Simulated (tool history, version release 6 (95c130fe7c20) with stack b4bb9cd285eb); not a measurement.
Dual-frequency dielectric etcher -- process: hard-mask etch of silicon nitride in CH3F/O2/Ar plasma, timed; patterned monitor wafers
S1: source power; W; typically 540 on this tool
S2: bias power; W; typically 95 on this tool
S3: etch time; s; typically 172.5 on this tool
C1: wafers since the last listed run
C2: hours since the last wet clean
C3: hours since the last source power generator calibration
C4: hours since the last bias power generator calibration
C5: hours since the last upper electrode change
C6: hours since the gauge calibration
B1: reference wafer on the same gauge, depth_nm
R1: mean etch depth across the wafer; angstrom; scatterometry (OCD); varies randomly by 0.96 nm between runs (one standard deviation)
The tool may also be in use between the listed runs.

run 1 hour=0.0 | S1=540 S2=82 S3=172.5 | C1=0 C2=30.1 C3=1395.9 C4=3057.8 C5=1031.1 C6=1971.9 | B1=143.2 | R1=1350
run 2 hour=88.1 | S1=540 S2=95 S3=172.5 | C1=755 C2=118.2 C3=1484.0 C4=3145.9 C5=1119.2 C6=2060.0 | B1=142.9 | R1=1410
run 3 hour=158.4 | S1=540 S2=95 S3=172.5 | C1=603 C2=188.5 C3=1554.3 C4=3216.2 C5=1189.5 C6=2130.3 | B1=142.9 | R1=1404
run 4 hour=260.0 | S1=480 S2=81 S3=172.5 | C1=871 C2=290.1 C3=1655.9 C4=3317.8 C5=1291.1 C6=2231.9 | B1=143.0 | R1=1276
run 5 hour=346.3 | S1=480 S2=81 S3=172.5 | C1=740 C2=376.4 C3=1742.2 C4=3404.1 C5=1377.4 C6=2318.2 | B1=142.7 | R1=1254
-- hour=374.1 source power generator calibrated
run 6 hour=427.4 | S1=540 S2=95 S3=203.0 | C1=661 C2=457.5 C3=53.3 C4=3485.2 C5=1458.5 C6=2399.3 | B1=142.8 | R1=1654
run 7 hour=491.6 | S1=540 S2=95 S3=203.0 | C1=550 C2=521.7 C3=117.5 C4=3549.4 C5=1522.7 C6=2463.5 | B1=142.7 | R1=1652
-- hour=556.7 wet clean of the chamber
run 8 hour=576.0 | S1=540 S2=95 S3=203.0 | C1=518 C2=19.3 C3=201.9 C4=3633.8 C5=1607.1 C6=2547.9 | B1=142.8 | R1=1653
-- hour=580.3 gauge calibrated
run 9 hour=666.3 | S1=490 S2=84 S3=172.5 | C1=774 C2=109.6 C3=292.2 C4=3724.1 C5=1697.4 C6=86.0 | B1=153.3 | R1=1406
run 10 hour=715.9 | S1=490 S2=109 S3=134.5 | C1=425 C2=159.2 C3=341.8 C4=3773.7 C5=1747.0 C6=135.6 | B1=152.4 | R1=1181
run 11 hour=807.5 | S1=540 S2=95 S3=172.5 | C1=785 C2=250.8 C3=433.4 C4=3865.3 C5=1838.6 C6=227.2 | B1=151.8 | R1=1487
run 12 hour=855.5 | S1=540 S2=87 S3=172.5 | C1=411 C2=298.8 C3=481.4 C4=3913.3 C5=1886.6 C6=275.2 | B1=151.1 | R1=1424
run 13 hour=908.8 | S1=460 S2=116 S3=172.5 | C1=457 C2=352.1 C3=534.7 C4=3966.6 C5=1939.9 C6=328.5 | B1=149.9 | R1=1500
-- hour=983.5 bias power generator calibrated
run 14 hour=1008.7 | S1=540 S2=95 S3=172.5 | C1=822 C2=452.0 C3=634.6 C4=25.2 C5=2039.8 C6=428.4 | B1=149.3 | R1=1459
run 15 hour=1071.0 | S1=610 S2=104 S3=121.5 | C1=534 C2=514.3 C3=696.9 C4=87.5 C5=2102.1 C6=490.7 | B1=148.9 | R1=1113
run 16 hour=1109.9 | S1=610 S2=95 S3=140.5 | C1=333 C2=553.2 C3=735.8 C4=126.4 C5=2141.0 C6=529.6 | B1=148.6 | R1=1241
-- hour=1165.4 wet clean of the chamber
run 17 hour=1184.9 | S1=540 S2=116 S3=155.5 | C1=437 C2=19.5 C3=810.8 C4=201.4 C5=2216.0 C6=604.6 | B1=147.8 | R1=1392
run 18 hour=1285.0 | S1=580 S2=95 S3=211.5 | C1=858 C2=119.6 C3=910.9 C4=301.5 C5=2316.1 C6=704.7 | B1=147.2 | R1=1822
-- hour=1309.8 upper electrode replaced
run 19 hour=1324.0 | S1=460 S2=95 S3=202.0 | C1=128 C2=158.6 C3=949.9 C4=340.5 C5=14.2 C6=743.7 | B1=147.0 | R1=1611
run 20 hour=1386.3 | S1=640 S2=95 S3=134.5 | C1=534 C2=220.9 C3=1012.2 C4=402.8 C5=76.5 C6=806.0 | B1=146.6 | R1=1183
run 21 hour=1448.4 | S1=650 S2=95 S3=193.5 | C1=532 C2=283.0 C3=1074.3 C4=464.9 C5=138.6 C6=868.1 | B1=146.4 | R1=1728
run 22 hour=1517.0 | S1=650 S2=95 S3=172.5 | C1=588 C2=351.6 C3=1142.9 C4=533.5 C5=207.2 C6=936.7 | B1=145.8 | R1=1543
run 23 hour=1606.3 | S1=540 S2=82 S3=219.0 | C1=766 C2=440.9 C3=1232.2 C4=622.8 C5=296.5 C6=1026.0 | B1=145.3 | R1=1737
run 24 hour=1654.5 | S1=540 S2=95 S3=172.5 | C1=413 C2=489.1 C3=1280.4 C4=671.0 C5=344.7 C6=1074.2 | B1=145.3 | R1=1431
run 25 hour=1703.9 | S1=540 S2=95 S3=172.5 | C1=423 C2=538.5 C3=1329.8 C4=720.4 C5=394.1 C6=1123.6 | B1=145.0 | R1=1410
-- hour=1788.1 wet clean of the chamber
run 26 hour=1788.6 | S1=680 S2=103 S3=155.0 | C1=520 C2=0.5 C3=1414.5 C4=805.1 C5=478.8 C6=1208.3 | B1=145.1 | R1=1425
run 27 hour=1819.5 | S1=540 S2=95 S3=172.5 | C1=265 C2=31.4 C3=1445.4 C4=836.0 C5=509.7 C6=1239.2 | B1=144.5 | R1=1426
run 28 hour=1877.1 | S1=440 S2=75 S3=124.5 | C1=494 C2=89.0 C3=1503.0 C4=893.6 C5=567.3 C6=1296.8 | B1=144.7 | R1=885

Hidden state or all else? Some run-to-run changes of R1, split into what the settings, what came in and random variation would give without the hidden state, and what is left for the hidden state (with any gauge scatter that isn't in both results):
Hidden state present: etch rate over this chamber's usual, %; source power that arrives over what is set, %; bias power that arrives over what is set, %; gauge reads high (%).
Run 8 -> 9: S1 540 -> 490, S2 95 -> 84, S3 203.0 -> 172.5, gauge calibrated. R1 -247 angstrom: hidden state +123, all else -370.
Run 20 -> 21: S1 640 -> 650, S3 134.5 -> 193.5. R1 +545 angstrom: hidden state -32, all else +577.
Run 27 -> 28: S1 540 -> 440, S2 95 -> 75, S3 172.5 -> 124.5. R1 -541 angstrom: hidden state +34, all else -575.
